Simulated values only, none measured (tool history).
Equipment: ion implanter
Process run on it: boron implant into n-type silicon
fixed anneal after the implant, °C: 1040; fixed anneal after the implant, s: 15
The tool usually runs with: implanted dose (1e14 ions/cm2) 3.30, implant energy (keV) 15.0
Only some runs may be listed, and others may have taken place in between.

run	hour	implanted dose (1e14 ions/cm2)	implant energy (keV)	read-back reference wafer on the same gauge, sheet resistance	sheet resistance of the implanted and annealed layer (ohm/square)
1	0.0	3.30	15.0	242.97	304.80
2	21.0	3.30	15.0	242.77	305.57
3	51.0	2.64	15.0	242.91	367.60
4	77.0	3.30	15.0	242.94	307.69
5	101.3	3.30	15.0	242.91	306.82
# hour 132.0: extraction supply calibrated
6	134.4	3.30	15.0	243.01	308.11
7	159.3	3.30	15.0	242.89	309.62
8	195.0	3.30	15.0	242.87	310.41
# hour 200.7: gauge calibrated
9	208.4	4.10	10.5	243.25	269.21
10	221.1	3.30	12.0	242.76	319.38
11	240.1	2.83	17.5	242.92	347.96
# hour 249.5: Faraday cup replaced and dose calibrated
12	254.9	3.30	10.0	242.78	309.77
13	276.7	4.11	17.0	243.27	244.65
14	300.7	4.25	12.5	243.18	246.86
15	341.1	3.30	15.0	243.00	295.87
16	363.4	2.54	11.0	242.85	380.84

Forecast each of these 4 alternatives for the next run:
A	363.8	3.30	19.0	?	?
B	363.8	3.90	19.0	?	?
C	363.8	4.15	15.0	?	?
D	363.8	3.01	20.0	?	?

run	read-back reference wafer on the same gauge, sheet resistance	sheet resistance of the implanted and annealed layer (ohm/square)
A	242.79	288.07
B	242.79	251.54
C	242.79	245.37
D	242.79	308.73
Without the tool's hidden state the same runs would have given:
run	sheet resistance of the implanted and annealed layer (ohm/square)
A	287.57
B	251.10
C	244.94
D	308.19
